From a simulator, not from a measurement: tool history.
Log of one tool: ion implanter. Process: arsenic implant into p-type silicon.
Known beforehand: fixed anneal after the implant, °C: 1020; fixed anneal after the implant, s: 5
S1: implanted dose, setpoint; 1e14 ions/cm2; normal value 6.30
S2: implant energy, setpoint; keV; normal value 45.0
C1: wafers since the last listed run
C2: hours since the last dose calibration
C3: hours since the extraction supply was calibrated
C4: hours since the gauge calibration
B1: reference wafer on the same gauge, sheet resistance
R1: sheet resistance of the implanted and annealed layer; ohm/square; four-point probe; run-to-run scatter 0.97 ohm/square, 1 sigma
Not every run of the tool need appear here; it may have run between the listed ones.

Run 1, day 0.000: usual settings; C1 0; C2 517.7; C3 4923.9; C4 230.0; B1 174.83. Result: R1 179.21 ohm/square.
Run 2, day 2.942: usual settings; C1 1107; C2 588.3; C3 4994.5; C4 300.6; B1 174.89. Result: R1 178.18 ohm/square.
Run 3, day 6.771: usual settings but S1 7.50 1e14 ions/cm2; C1 1441; C2 680.2; C3 5086.4; C4 392.5; B1 174.74. Result: R1 157.19 ohm/square.
Run 4, day 10.817: usual settings but S1 7.50 1e14 ions/cm2; C1 1523; C2 777.3; C3 5183.5; C4 489.6; B1 174.95. Result: R1 155.08 ohm/square.
Run 5, day 14.942: usual settings but S1 7.50 1e14 ions/cm2; C1 1553; C2 876.3; C3 5282.5; C4 588.6; B1 174.92. Result: R1 156.92 ohm/square.
Run 6, day 17.779: usual settings but S2 52.5 keV; C1 1068; C2 944.4; C3 5350.6; C4 656.7; B1 175.33. Result: R1 173.05 ohm/square.
Run 7, day 20.088: usual settings; C1 869; C2 999.8; C3 5406.0; C4 712.1; B1 174.95. Result: R1 177.36 ohm/square.
Run 8, day 22.504: usual settings but S1 5.57 1e14 ions/cm2; C1 909; C2 1057.8; C3 5464.0; C4 770.1; B1 174.84. Result: R1 193.86 ohm/square.
Run 9, day 26.446: usual settings but S1 7.27 1e14 ions/cm2; C1 1484; C2 1152.4; C3 5558.6; C4 864.7; B1 175.13. Result: R1 158.03 ohm/square.
Run 10, day 28.996: usual settings but S1 7.27 1e14 ions/cm2; C1 960; C2 1213.6; C3 5619.8; C4 925.9; B1 174.85. Result: R1 158.60 ohm/square.
Run 11, day 31.279: usual settings but S1 7.27 1e14 ions/cm2; C1 859; C2 1268.4; C3 5674.6; C4 980.7; B1 175.17. Result: R1 161.08 ohm/square.
Run 12, day 35.308: usual settings but S2 39.0 keV; C1 1517; C2 1365.1; C3 5771.3; C4 1077.4; B1 174.78. Result: R1 181.26 ohm/square.
Run 13, day 37.796: usual settings but S2 39.0 keV; C1 936; C2 1424.8; C3 5831.0; C4 1137.1; B1 174.95. Result: R1 180.95 ohm/square.
Run 14, day 41.875: usual settings but S1 5.10 1e14 ions/cm2; C1 1535; C2 1522.7; C3 5928.9; C4 1235.0; B1 174.94. Result: R1 206.87 ohm/square.
Run 15, day 44.458: usual settings; C1 972; C2 1584.7; C3 5990.9; C4 1297.0; B1 174.97. Result: R1 177.24 ohm/square.
At day 45.383: extraction supply calibrated.
Run 16, day 47.471: usual settings but S2 50.0 keV; C1 1008; C2 1657.0; C3 50.1; C4 1369.3; B1 175.07. Result: R1 173.83 ohm/square.
Run 17, day 50.154: usual settings but S1 6.84 1e14 ions/cm2, S2 32.5 keV; C1 1010; C2 1721.4; C3 114.5; C4 1433.7; B1 174.71. Result: R1 178.82 ohm/square.
Run 18, day 52.646: usual settings but S1 7.33 1e14 ions/cm2, S2 32.5 keV; C1 938; C2 1781.2; C3 174.3; C4 1493.5; B1 175.05. Result: R1 168.29 ohm/square.
Run 19, day 54.221: usual settings; C1 593; C2 1819.0; C3 212.1; C4 1531.3; B1 174.98. Result: R1 175.74 ohm/square.
Run 20, day 57.771: usual settings but S1 5.20 1e14 ions/cm2, S2 32.0 keV; C1 1336; C2 1904.2; C3 297.3; C4 1616.5; B1 175.48. Result: R1 217.11 ohm/square.
Run 21, day 60.042: usual settings but S1 5.08 1e14 ions/cm2; C1 855; C2 1958.7; C3 351.8; C4 1671.0; B1 175.65. Result: R1 207.46 ohm/square.
Run 22, day 63.988: usual settings but S1 5.78 1e14 ions/cm2, S2 38.5 keV; C1 1485; C2 2053.4; C3 446.5; C4 1765.7; B1 174.91. Result: R1 193.33 ohm/square.
Run 23, day 68.379: usual settings; C1 1653; C2 2158.8; C3 551.9; C4 1871.1; B1 175.00. Result: R1 176.54 ohm/square.
Run 24, day 72.875: usual settings but S1 6.95 1e14 ions/cm2, S2 49.5 keV; C1 1692; C2 2266.7; C3 659.8; C4 1979.0; B1 175.65. Result: R1 161.22 ohm/square.
Run 25, day 77.050: usual settings; C1 1572; C2 2366.9; C3 760.0; C4 2079.2; B1 175.33. Result: R1 176.48 ohm/square.
At day 77.817: Faraday cup replaced and dose calibrated.
Run 26, day 83.825: usual settings; C1 2425; C2 144.2; C3 922.6; C4 2241.8; B1 175.40. Result: R1 178.71 ohm/square.
Run 27, day 86.383: usual settings but S1 5.11 1e14 ions/cm2, S2 40.0 keV; C1 963; C2 205.6; C3 984.0; C4 2303.2; B1 174.59. Result: R1 210.87 ohm/square.
At day 89.417: gauge calibrated.
Run 28, day 90.642: usual settings but S1 7.91 1e14 ions/cm2; C1 1603; C2 307.8; C3 1086.2; C4 29.4; B1 174.48. Result: R1 151.59 ohm/square.
Run 29, day 93.788: usual settings but S1 8.14 1e14 ions/cm2, S2 50.5 keV; C1 1184; C2 383.3; C3 1161.7; C4 104.9; B1 174.82. Result: R1 143.66 ohm/square.
Run 30, day 97.933: usual settings; C1 1561; C2 482.8; C3 1261.2; C4 204.4; B1 175.14. Result: R1 176.52 ohm/square.
Run 31, day 102.404: usual settings but S1 7.20 1e14 ions/cm2, S2 37.5 keV; C1 1683; C2 590.1; C3 1368.5; C4 311.7; B1 174.85. Result: R1 164.63 ohm/square.
Run 32, day 105.071: usual settings; C1 1004; C2 654.1; C3 1432.5; C4 375.7; B1 174.77. Result: R1 177.78 ohm/square.
Run 33, day 109.396: usual settings but S1 5.74 1e14 ions/cm2, S2 59.5 keV; C1 1628; C2 757.9; C3 1536.3; C4 479.5; B1 175.07. Result: R1 183.01 ohm/square.
Run 34, day 112.867: usual settings but S1 5.54 1e14 ions/cm2, S2 35.0 keV; C1 1306; C2 841.2; C3 1619.6; C4 562.8; B1 175.15. Result: R1 202.19 ohm/square.
Run 35, day 114.371: usual settings; C1 566; C2 877.3; C3 1655.7; C4 598.9; B1 174.90. Result: R1 178.69 ohm/square.
Run 36, day 118.000: usual settings but S1 7.15 1e14 ions/cm2, S2 49.5 keV; C1 1366; C2 964.4; C3 1742.8; C4 686.0; B1 174.83. Result: R1 157.92 ohm/square.

What differs in the tool's unlogged condition from the final listed run ahead of each entry between runs to the first listed run following it?
Between runs 15 and 16: extraction supply calibrated (day 45.383)
  nothing in the hidden state changes from one run to the other
Between runs 25 and 26: Faraday cup replaced and dose calibrated (day 77.817)
  nothing in the hidden state changes from one run to the other
Between runs 27 and 28: gauge calibrated (day 89.417)
  nothing in the hidden state changes from one run to the other
